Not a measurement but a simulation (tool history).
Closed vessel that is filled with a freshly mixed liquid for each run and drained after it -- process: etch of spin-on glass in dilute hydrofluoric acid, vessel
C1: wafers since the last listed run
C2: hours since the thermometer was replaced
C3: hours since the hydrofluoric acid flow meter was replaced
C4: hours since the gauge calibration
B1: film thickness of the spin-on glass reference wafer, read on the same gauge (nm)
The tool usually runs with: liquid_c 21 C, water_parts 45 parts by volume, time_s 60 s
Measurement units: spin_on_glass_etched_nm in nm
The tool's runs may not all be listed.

run 1 day=0 | liquid_c=21 water_parts=45 time_s=60 | C1=0 C2=933 C3=1351.8 C4=870.2 | B1=50.06 | spin_on_glass_etched_nm=45.8
run 2 day=1.521 | liquid_c=21 water_parts=45 time_s=60 | C1=4730 C2=969.5 C3=1388.3 C4=906.7 | B1=50.02 | spin_on_glass_etched_nm=45.55
-- day=2.946 hydrofluoric acid flow meter replaced
run 3 day=5.921 | liquid_c=21 water_parts=45 time_s=60 | C1=13556 C2=1075.1 C3=71.4 C4=1012.3 | B1=50.02 | spin_on_glass_etched_nm=41.84
run 4 day=9.954 | liquid_c=21 water_parts=45 time_s=65 | C1=12546 C2=1171.9 C3=168.2 C4=1109.1 | B1=50 | spin_on_glass_etched_nm=46.04
run 5 day=14.45 | liquid_c=21 water_parts=45 time_s=65 | C1=13984 C2=1279.8 C3=276.1 C4=1217 | B1=49.96 | spin_on_glass_etched_nm=45.8
run 6 day=16.367 | liquid_c=21 water_parts=45 time_s=65 | C1=5961 C2=1325.8 C3=322.1 C4=1263 | B1=50.01 | spin_on_glass_etched_nm=46.41
run 7 day=26.483 | liquid_c=21 water_parts=45 time_s=60 | C1=31468 C2=1568.6 C3=564.9 C4=1505.8 | B1=50.02 | spin_on_glass_etched_nm=43.49
run 8 day=28.308 | liquid_c=21 water_parts=45 time_s=60 | C1=5676 C2=1612.4 C3=608.7 C4=1549.6 | B1=49.97 | spin_on_glass_etched_nm=43.3
run 9 day=30.262 | liquid_c=21 water_parts=45 time_s=60 | C1=6078 C2=1659.3 C3=655.6 C4=1596.5 | B1=50.03 | spin_on_glass_etched_nm=43.73
run 10 day=34.738 | liquid_c=21 water_parts=45 time_s=60 | C1=13919 C2=1766.7 C3=763 C4=1703.9 | B1=50.01 | spin_on_glass_etched_nm=44.57
run 11 day=37.054 | liquid_c=21 water_parts=45 time_s=30 | C1=7206 C2=1822.3 C3=818.6 C4=1759.5 | B1=49.98 | spin_on_glass_etched_nm=22.48
run 12 day=38.717 | liquid_c=21 water_parts=45 time_s=30 | C1=5171 C2=1862.2 C3=858.5 C4=1799.4 | B1=50 | spin_on_glass_etched_nm=22.04
run 13 day=40.383 | liquid_c=24 water_parts=45 time_s=75 | C1=5184 C2=1902.2 C3=898.5 C4=1839.4 | B1=49.98 | spin_on_glass_etched_nm=62.3
run 14 day=43.196 | liquid_c=17.5 water_parts=50 time_s=60 | C1=8748 C2=1969.7 C3=966 C4=1906.9 | B1=50.04 | spin_on_glass_etched_nm=34.3
run 15 day=53.092 | liquid_c=17.5 water_parts=50 time_s=60 | C1=30781 C2=2207.2 C3=1203.5 C4=2144.4 | B1=49.98 | spin_on_glass_etched_nm=35.21
run 16 day=57.179 | liquid_c=17.5 water_parts=50 time_s=60 | C1=12714 C2=2305.3 C3=1301.6 C4=2242.5 | B1=50.02 | spin_on_glass_etched_nm=34.97
run 17 day=60.112 | liquid_c=21 water_parts=50 time_s=60 | C1=9124 C2=2375.7 C3=1372 C4=2312.9 | B1=50.01 | spin_on_glass_etched_nm=40.65
run 18 day=61.767 | liquid_c=21 water_parts=45 time_s=60 | C1=5145 C2=2415.4 C3=1411.7 C4=2352.6 | B1=50 | spin_on_glass_etched_nm=45.66
-- day=65.529 hydrofluoric acid flow meter replaced
run 19 day=66.058 | liquid_c=17 water_parts=25 time_s=90 | C1=13219 C2=2518.4 C3=12.7 C4=2455.6 | B1=50 | spin_on_glass_etched_nm=97.31
-- day=67.158 gauge calibrated
run 20 day=69.992 | liquid_c=21 water_parts=45 time_s=60 | C1=12234 C2=2612.8 C3=107.1 C4=68 | B1=50.01 | spin_on_glass_etched_nm=42.23
run 21 day=73.892 | liquid_c=24.5 water_parts=30 time_s=80 | C1=12131 C2=2706.4 C3=200.7 C4=161.6 | B1=50.02 | spin_on_glass_etched_nm=100.61
run 22 day=75.896 | liquid_c=21 water_parts=45 time_s=65 | C1=6234 C2=2754.5 C3=248.8 C4=209.7 | B1=50 | spin_on_glass_etched_nm=46.84
run 23 day=79.296 | liquid_c=21 water_parts=45 time_s=60 | C1=10575 C2=2836.1 C3=330.4 C4=291.3 | B1=49.98 | spin_on_glass_etched_nm=42.43
run 24 day=82.871 | liquid_c=21 water_parts=50 time_s=85 | C1=11120 C2=2921.9 C3=416.2 C4=377.1 | B1=50.01 | spin_on_glass_etched_nm=54.27

For run 25, what comes out?
run 25 day=85.496 | liquid_c=23 water_parts=45 time_s=40 | C1=8165 C2=2984.9 C3=479.2 C4=440.1 | B1=? | spin_on_glass_etched_nm=?

{"run 25": {"B1": 50.02, "spin_on_glass_etched_nm": 31.45}}
If the tool had no hidden condition, the same run with the same run-to-run variation would have returned spin_on_glass_etched_nm 30.32 nm.

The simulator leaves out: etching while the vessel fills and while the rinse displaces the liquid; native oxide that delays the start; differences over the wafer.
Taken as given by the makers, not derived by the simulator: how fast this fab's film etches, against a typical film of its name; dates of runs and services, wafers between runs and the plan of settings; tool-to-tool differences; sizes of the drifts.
